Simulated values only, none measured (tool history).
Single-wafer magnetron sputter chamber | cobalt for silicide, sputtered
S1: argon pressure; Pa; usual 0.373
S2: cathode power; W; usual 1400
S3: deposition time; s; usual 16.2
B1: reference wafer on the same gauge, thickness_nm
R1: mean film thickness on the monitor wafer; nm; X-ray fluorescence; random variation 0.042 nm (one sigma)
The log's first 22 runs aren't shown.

run,hour,S1,S2,S3,B1,R1
# hour 1956.6: gauge calibrated
# hour 1959.7: magnet pack replaced
23,2005.9,0.373,1400,16.2,12.207,11.259
24,2107.5,0.373,1400,17.4,12.217,12.131
25,2160.8,0.373,1500,16.2,12.221,12.168
26,2242.5,0.373,1400,16.2,12.245,11.35
27,2322,0.373,1400,16.2,12.244,11.352
# hour 2339.8: sputter target and shields replaced
28,2360.9,0.373,1250,14.7,12.247,9.179
29,2444,0.373,1400,16.2,12.255,11.412
30,2533.8,0.294,1400,16.2,12.272,11.659
31,2604.6,0.517,1650,16.2,12.284,12.787
32,2703.6,0.522,1550,17.5,12.284,12.934

Forecast run 33:
33,2779.2,0.373,1400,16.2,?,?

Run 33 gave B1 12.306, R1 11.391 nm.
Without the tool's hidden state the same run would have given R1 11.303 nm.

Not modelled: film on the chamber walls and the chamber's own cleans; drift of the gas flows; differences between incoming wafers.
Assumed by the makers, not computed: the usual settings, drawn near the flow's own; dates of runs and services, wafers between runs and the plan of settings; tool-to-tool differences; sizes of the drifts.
